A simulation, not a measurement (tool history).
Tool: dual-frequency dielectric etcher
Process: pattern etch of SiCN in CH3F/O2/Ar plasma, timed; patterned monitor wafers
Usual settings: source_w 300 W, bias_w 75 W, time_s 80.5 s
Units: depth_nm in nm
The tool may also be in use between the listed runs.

run   hour  source_w  bias_w  time_s  read-back reference wafer on the same gauge, depth_nm  depth_nm
  1      0       350      75    80.5                                                  35.32     31.58
  2   23.6       350      75    80.5                                                   35.3     31.53
  3   43.6       350      75    80.5                                                  35.29     31.68
  4   83.9       300      75    80.5                                                  35.31     30.38
  5  100.1       300      75    80.5                                                   35.3     30.27
  6  129.3       300      75    80.5                                                   35.3     30.29
     180.3  -- wet clean of the chamber
     189.4  -- upper electrode replaced
  7  189.9       300      75    80.5                                                  35.31     29.71
       194  -- bias power generator calibrated
  8  198.2       300      75    80.5                                                   35.3     30.53
  9  216.9       350      60    97.5                                                  35.31     34.65
 10  233.1       300      75    80.5                                                  35.31     30.56
 11    258       270      75    80.5                                                   35.3     29.67
 12  280.4       340      84    69.5                                                  35.31     28.97
 13  296.5       300      75    80.5                                                   35.3      30.7
     312.2  -- gauge calibrated
     318.1  -- source power generator calibrated
 14  331.6       300      75    57.5                                                  35.28      21.9
 15    350       230      56    80.5                                                  35.29      24.7
 16  373.7       300      75      64                                                  35.29     24.42
 17  408.1       300      75    80.5                                                  35.32     30.86

Forecast each of these 5 alternatives for the next run:
  A  408.5       300      68    80.5                                                      ?         ?
  B  408.5       340      75    80.5                                                      ?         ?
  C  408.5       300      75      99                                                      ?         ?
  D  408.5       300      89    80.5                                                      ?         ?
  E  408.5       370      75    89.5                                                      ?         ?

run  read-back reference wafer on the same gauge, depth_nm  depth_nm
  A                                                  35.31     29.38
  B                                                  35.31     31.91
  C                                                  35.31     37.91
  D                                                  35.31     33.51
  E                                                  35.31     36.34
Without the tool's hidden state the same runs would have given:
run  depth_nm
  A        29
  B      31.5
  C     37.42
  D     33.07
  E     35.88
